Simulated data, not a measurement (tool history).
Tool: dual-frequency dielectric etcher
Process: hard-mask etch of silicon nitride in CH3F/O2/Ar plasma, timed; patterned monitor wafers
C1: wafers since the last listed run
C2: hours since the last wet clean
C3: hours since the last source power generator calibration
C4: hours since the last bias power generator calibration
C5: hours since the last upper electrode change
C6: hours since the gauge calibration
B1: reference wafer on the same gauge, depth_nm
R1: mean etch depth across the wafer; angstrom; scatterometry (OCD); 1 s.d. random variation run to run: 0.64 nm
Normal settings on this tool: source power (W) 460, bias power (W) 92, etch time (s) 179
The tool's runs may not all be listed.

run 1 day=0 | source_power_(W)=460 bias_power_(W)=92 etch_time_(s)=179 | C1=0 C2=426.3 C3=1762.5 C4=4310.6 C5=2130 C6=148.1 | B1=176.2 | R1=1506
run 2 day=0.996 | source_power_(W)=460 bias_power_(W)=92 etch_time_(s)=179 | C1=240 C2=450.2 C3=1786.4 C4=4334.5 C5=2153.9 C6=172 | B1=176.5 | R1=1500
run 3 day=2.183 | source_power_(W)=460 bias_power_(W)=92 etch_time_(s)=179 | C1=287 C2=478.7 C3=1814.9 C4=4363 C5=2182.4 C6=200.5 | B1=176.4 | R1=1505
run 4 day=2.858 | source_power_(W)=460 bias_power_(W)=92 etch_time_(s)=179 | C1=163 C2=494.9 C3=1831.1 C4=4379.2 C5=2198.6 C6=216.7 | B1=176.6 | R1=1509
run 5 day=3.871 | source_power_(W)=460 bias_power_(W)=92 etch_time_(s)=179 | C1=244 C2=519.2 C3=1855.4 C4=4403.5 C5=2222.9 C6=241 | B1=176.9 | R1=1506
run 6 day=4.667 | source_power_(W)=460 bias_power_(W)=92 etch_time_(s)=179 | C1=192 C2=538.3 C3=1874.5 C4=4422.6 C5=2242 C6=260.1 | B1=177 | R1=1500
run 7 day=5.425 | source_power_(W)=370 bias_power_(W)=92 etch_time_(s)=179 | C1=183 C2=556.5 C3=1892.7 C4=4440.8 C5=2260.2 C6=278.3 | B1=176.9 | R1=1447
run 8 day=5.967 | source_power_(W)=370 bias_power_(W)=92 etch_time_(s)=179 | C1=130 C2=569.5 C3=1905.7 C4=4453.8 C5=2273.2 C6=291.3 | B1=177.2 | R1=1439
-- day=8.988 bias power generator calibrated
-- day=9.146 gauge calibrated
-- day=10.571 upper electrode replaced
-- day=11.317 wet clean of the chamber
run 9 day=11.338 | source_power_(W)=430 bias_power_(W)=97 etch_time_(s)=179 | C1=835 C2=0.5 C3=2034.6 C4=56.4 C5=18.4 C6=52.6 | B1=175.2 | R1=1488
run 10 day=11.354 | source_power_(W)=430 bias_power_(W)=97 etch_time_(s)=179 | C1=4 C2=0.9 C3=2035 C4=56.8 C5=18.8 C6=53 | B1=175.3 | R1=1495
-- day=12.404 source power generator calibrated
run 11 day=12.425 | source_power_(W)=460 bias_power_(W)=92 etch_time_(s)=198 | C1=218 C2=26.6 C3=0.5 C4=82.5 C5=44.5 C6=78.7 | B1=175.4 | R1=1660
run 12 day=12.938 | source_power_(W)=430 bias_power_(W)=97 etch_time_(s)=179 | C1=123 C2=38.9 C3=12.8 C4=94.8 C5=56.8 C6=91 | B1=175.3 | R1=1497
run 13 day=13.842 | source_power_(W)=510 bias_power_(W)=106 etch_time_(s)=212.5 | C1=218 C2=60.6 C3=34.5 C4=116.5 C5=78.5 C6=112.7 | B1=175.7 | R1=1892
run 14 day=14.429 | source_power_(W)=460 bias_power_(W)=92 etch_time_(s)=179 | C1=142 C2=74.7 C3=48.6 C4=130.6 C5=92.6 C6=126.8 | B1=175.7 | R1=1504
run 15 day=15.262 | source_power_(W)=460 bias_power_(W)=106 etch_time_(s)=179 | C1=201 C2=94.7 C3=68.6 C4=150.6 C5=112.6 C6=146.8 | B1=175.9 | R1=1556
run 16 day=16.696 | source_power_(W)=460 bias_power_(W)=106 etch_time_(s)=179 | C1=346 C2=129.1 C3=103 C4=185 C5=147 C6=181.2 | B1=176 | R1=1561
run 17 day=17.475 | source_power_(W)=420 bias_power_(W)=113 etch_time_(s)=204.5 | C1=188 C2=147.8 C3=121.7 C4=203.7 C5=165.7 C6=199.9 | B1=176.5 | R1=1759
run 18 day=18.021 | source_power_(W)=540 bias_power_(W)=92 etch_time_(s)=179 | C1=131 C2=160.9 C3=134.8 C4=216.8 C5=178.8 C6=213 | B1=176.2 | R1=1575
run 19 day=19 | source_power_(W)=340 bias_power_(W)=82 etch_time_(s)=219.5 | C1=236 C2=184.4 C3=158.3 C4=240.3 C5=202.3 C6=236.5 | B1=176.8 | R1=1674
run 20 day=19.704 | source_power_(W)=460 bias_power_(W)=92 etch_time_(s)=179 | C1=170 C2=201.3 C3=175.2 C4=257.2 C5=219.2 C6=253.4 | B1=176.6 | R1=1502
run 21 day=20.812 | source_power_(W)=360 bias_power_(W)=81 etch_time_(s)=195 | C1=268 C2=227.9 C3=201.8 C4=283.8 C5=245.8 C6=280 | B1=176.8 | R1=1508
run 22 day=21.35 | source_power_(W)=550 bias_power_(W)=69 etch_time_(s)=223 | C1=129 C2=240.8 C3=214.7 C4=296.7 C5=258.7 C6=292.9 | B1=176.9 | R1=1853
run 23 day=24.429 | source_power_(W)=510 bias_power_(W)=106 etch_time_(s)=211.5 | C1=744 C2=314.7 C3=288.6 C4=370.6 C5=332.6 C6=366.8 | B1=177.4 | R1=1890

Branching from run 23: 5 alternative next runs. What would each branch give?
run A day=24.45 | source_power_(W)=460 bias_power_(W)=92 etch_time_(s)=179 | C1=5 C2=315.2 C3=289.1 C4=371.1 C5=333.1 C6=367.3 | B1=? | R1=?
run B day=24.45 | source_power_(W)=460 bias_power_(W)=92 etch_time_(s)=164.5 | C1=5 C2=315.2 C3=289.1 C4=371.1 C5=333.1 C6=367.3 | B1=? | R1=?
run C day=24.45 | source_power_(W)=390 bias_power_(W)=110 etch_time_(s)=179 | C1=5 C2=315.2 C3=289.1 C4=371.1 C5=333.1 C6=367.3 | B1=? | R1=?
run D day=24.45 | source_power_(W)=460 bias_power_(W)=76 etch_time_(s)=179 | C1=5 C2=315.2 C3=289.1 C4=371.1 C5=333.1 C6=367.3 | B1=? | R1=?
run E day=24.45 | source_power_(W)=560 bias_power_(W)=77 etch_time_(s)=179 | C1=5 C2=315.2 C3=289.1 C4=371.1 C5=333.1 C6=367.3 | B1=? | R1=?

run=A B1=177.3 R1=1500
run=B B1=177.3 R1=1379
run=C B1=177.3 R1=1507
run=D B1=177.3 R1=1439
run=E B1=177.3 R1=1516
With the hidden condition removed and each run's random variation left untouched, the same runs would have given:
run=A R1=1480
run=B R1=1360
run=C R1=1486
run=D R1=1419
run=E R1=1496
